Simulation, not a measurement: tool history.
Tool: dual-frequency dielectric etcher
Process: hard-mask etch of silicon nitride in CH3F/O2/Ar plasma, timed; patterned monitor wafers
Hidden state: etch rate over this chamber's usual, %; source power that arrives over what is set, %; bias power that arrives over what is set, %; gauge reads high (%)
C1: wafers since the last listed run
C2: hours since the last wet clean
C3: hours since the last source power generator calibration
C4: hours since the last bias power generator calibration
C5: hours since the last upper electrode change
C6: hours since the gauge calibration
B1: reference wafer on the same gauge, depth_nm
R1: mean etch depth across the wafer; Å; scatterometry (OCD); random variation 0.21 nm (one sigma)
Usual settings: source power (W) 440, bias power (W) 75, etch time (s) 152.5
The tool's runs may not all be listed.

run 1 hour=0 | source_power_(W)=440 bias_power_(W)=75 etch_time_(s)=152.5 | C1=0 C2=38.7 C3=4319.5 C4=3361.7 C5=2396.6 C6=2504.3 | B1=115 | R1=1035
-- hour=53.3 source power generator calibrated
-- hour=179.7 gauge calibrated
run 2 hour=262.3 | source_power_(W)=440 bias_power_(W)=75 etch_time_(s)=152.5 | C1=2420 C2=301 C3=209 C4=3624 C5=2658.9 C6=82.6 | B1=115 | R1=1030
run 3 hour=334.1 | source_power_(W)=440 bias_power_(W)=75 etch_time_(s)=152.5 | C1=672 C2=372.8 C3=280.8 C4=3695.8 C5=2730.7 C6=154.4 | B1=115 | R1=1029
run 4 hour=378.7 | source_power_(W)=440 bias_power_(W)=75 etch_time_(s)=152.5 | C1=417 C2=417.4 C3=325.4 C4=3740.4 C5=2775.3 C6=199 | B1=115 | R1=1032
run 5 hour=471.6 | source_power_(W)=440 bias_power_(W)=63 etch_time_(s)=152.5 | C1=870 C2=510.3 C3=418.3 C4=3833.3 C5=2868.2 C6=291.9 | B1=114.9 | R1=981
run 6 hour=518.2 | source_power_(W)=500 bias_power_(W)=84 etch_time_(s)=131.5 | C1=436 C2=556.9 C3=464.9 C4=3879.9 C5=2914.8 C6=338.5 | B1=115 | R1=937
-- hour=629.7 wet clean of the chamber
run 7 hour=630.2 | source_power_(W)=540 bias_power_(W)=81 etch_time_(s)=152.5 | C1=824 C2=0.5 C3=576.9 C4=3991.9 C5=3026.8 C6=450.5 | B1=115 | R1=1105
run 8 hour=705.7 | source_power_(W)=340 bias_power_(W)=75 etch_time_(s)=177.5 | C1=707 C2=76 C3=652.4 C4=4067.4 C5=3102.3 C6=526 | B1=115 | R1=1152
run 9 hour=777.7 | source_power_(W)=360 bias_power_(W)=81 etch_time_(s)=185.5 | C1=674 C2=148 C3=724.4 C4=4139.4 C5=3174.3 C6=598 | B1=115 | R1=1242
run 10 hour=823.2 | source_power_(W)=440 bias_power_(W)=84 etch_time_(s)=138.5 | C1=426 C2=193.5 C3=769.9 C4=4184.9 C5=3219.8 C6=643.5 | B1=114.9 | R1=971
run 11 hour=873 | source_power_(W)=530 bias_power_(W)=60 etch_time_(s)=152.5 | C1=466 C2=243.3 C3=819.7 C4=4234.7 C5=3269.6 C6=693.3 | B1=115 | R1=1009
-- hour=888.9 bias power generator calibrated
run 12 hour=946.5 | source_power_(W)=440 bias_power_(W)=60 etch_time_(s)=152.5 | C1=651 C2=316.8 C3=893.2 C4=57.6 C5=3343.1 C6=766.8 | B1=115 | R1=974
run 13 hour=996.5 | source_power_(W)=440 bias_power_(W)=75 etch_time_(s)=152.5 | C1=468 C2=366.8 C3=943.2 C4=107.6 C5=3393.1 C6=816.8 | B1=115 | R1=1033
run 14 hour=1039.5 | source_power_(W)=440 bias_power_(W)=75 etch_time_(s)=152.5 | C1=402 C2=409.8 C3=986.2 C4=150.6 C5=3436.1 C6=859.8 | B1=115 | R1=1032
run 15 hour=1110.1 | source_power_(W)=410 bias_power_(W)=86 etch_time_(s)=152.5 | C1=661 C2=480.4 C3=1056.8 C4=221.2 C5=3506.7 C6=930.4 | B1=115 | R1=1057
-- hour=1189.9 upper electrode replaced
run 16 hour=1190.4 | source_power_(W)=500 bias_power_(W)=83 etch_time_(s)=114.5 | C1=527 C2=560.7 C3=1137.1 C4=301.5 C5=0.5 C6=1010.7 | B1=114.9 | R1=816
run 17 hour=1249.5 | source_power_(W)=440 bias_power_(W)=67 etch_time_(s)=192 | C1=553 C2=619.8 C3=1196.2 C4=360.6 C5=59.6 C6=1069.8 | B1=115.1 | R1=1252
run 18 hour=1328.2 | source_power_(W)=410 bias_power_(W)=69 etch_time_(s)=133.5 | C1=737 C2=698.5 C3=1274.9 C4=439.3 C5=138.3 C6=1148.5 | B1=114.9 | R1=867
-- hour=1399.6 wet clean of the chamber
run 19 hour=1400.1 | source_power_(W)=440 bias_power_(W)=63 etch_time_(s)=174.5 | C1=448 C2=0.5 C3=1346.8 C4=511.2 C5=210.2 C6=1220.4 | B1=115 | R1=1133
run 20 hour=1429.3 | source_power_(W)=350 bias_power_(W)=75 etch_time_(s)=139 | C1=273 C2=29.7 C3=1376 C4=540.4 C5=239.4 C6=1249.6 | B1=115 | R1=906
run 21 hour=1514.3 | source_power_(W)=440 bias_power_(W)=75 etch_time_(s)=172 | C1=796 C2=114.7 C3=1461 C4=625.4 C5=324.4 C6=1334.6 | B1=115 | R1=1172
run 22 hour=1599 | source_power_(W)=530 bias_power_(W)=62 etch_time_(s)=112 | C1=793 C2=199.4 C3=1545.7 C4=710.1 C5=409.1 C6=1419.3 | B1=115 | R1=747
run 23 hour=1679.3 | source_power_(W)=440 bias_power_(W)=80 etch_time_(s)=110.5 | C1=752 C2=279.7 C3=1626 C4=790.4 C5=489.4 C6=1499.6 | B1=115 | R1=763
run 24 hour=1721.4 | source_power_(W)=440 bias_power_(W)=75 etch_time_(s)=152.5 | C1=394 C2=321.8 C3=1668.1 C4=832.5 C5=531.5 C6=1541.7 | B1=115 | R1=1032
run 25 hour=1768.8 | source_power_(W)=440 bias_power_(W)=75 etch_time_(s)=152.5 | C1=444 C2=369.2 C3=1715.5 C4=879.9 C5=578.9 C6=1589.1 | B1=115 | R1=1034
run 26 hour=2043.3 | source_power_(W)=440 bias_power_(W)=75 etch_time_(s)=152.5 | C1=2572 C2=643.7 C3=1990 C4=1154.4 C5=853.4 C6=1863.6 | B1=115 | R1=1024
run 27 hour=2116.5 | source_power_(W)=400 bias_power_(W)=75 etch_time_(s)=152.5 | C1=685 C2=716.9 C3=2063.2 C4=1227.6 C5=926.6 C6=1936.8 | B1=115.1 | R1=1011
-- hour=2246 wet clean of the chamber
run 28 hour=2265.5 | source_power_(W)=390 bias_power_(W)=63 etch_time_(s)=188 | C1=1171 C2=19.5 C3=2212.2 C4=1376.6 C5=1075.6 C6=2085.8 | B1=114.9 | R1=1189
run 29 hour=2335.9 | source_power_(W)=440 bias_power_(W)=89 etch_time_(s)=179.5 | C1=659 C2=89.9 C3=2282.6 C4=1447 C5=1146 C6=2156.2 | B1=115 | R1=1283

4 ways to go on from here, each from the tool as it stands after run 29. What would each give?
run A hour=2336.4 | source_power_(W)=340 bias_power_(W)=75 etch_time_(s)=152.5 | C1=4 C2=90.4 C3=2283.1 C4=1447.5 C5=1146.5 C6=2156.7 | B1=? | R1=?
run B hour=2336.4 | source_power_(W)=400 bias_power_(W)=61 etch_time_(s)=152.5 | C1=4 C2=90.4 C3=2283.1 C4=1447.5 C5=1146.5 C6=2156.7 | B1=? | R1=?
run C hour=2336.4 | source_power_(W)=440 bias_power_(W)=75 etch_time_(s)=170 | C1=4 C2=90.4 C3=2283.1 C4=1447.5 C5=1146.5 C6=2156.7 | B1=? | R1=?
run D hour=2336.4 | source_power_(W)=400 bias_power_(W)=75 etch_time_(s)=175 | C1=4 C2=90.4 C3=2283.1 C4=1447.5 C5=1146.5 C6=2156.7 | B1=? | R1=?

run=A B1=114.9 R1=988
run=B B1=114.9 R1=960
run=C B1=114.9 R1=1153
run=D B1=114.9 R1=1166
Without the tool's hidden state the same runs would have given:
run=A R1=988
run=B R1=960
run=C R1=1153
run=D R1=1166
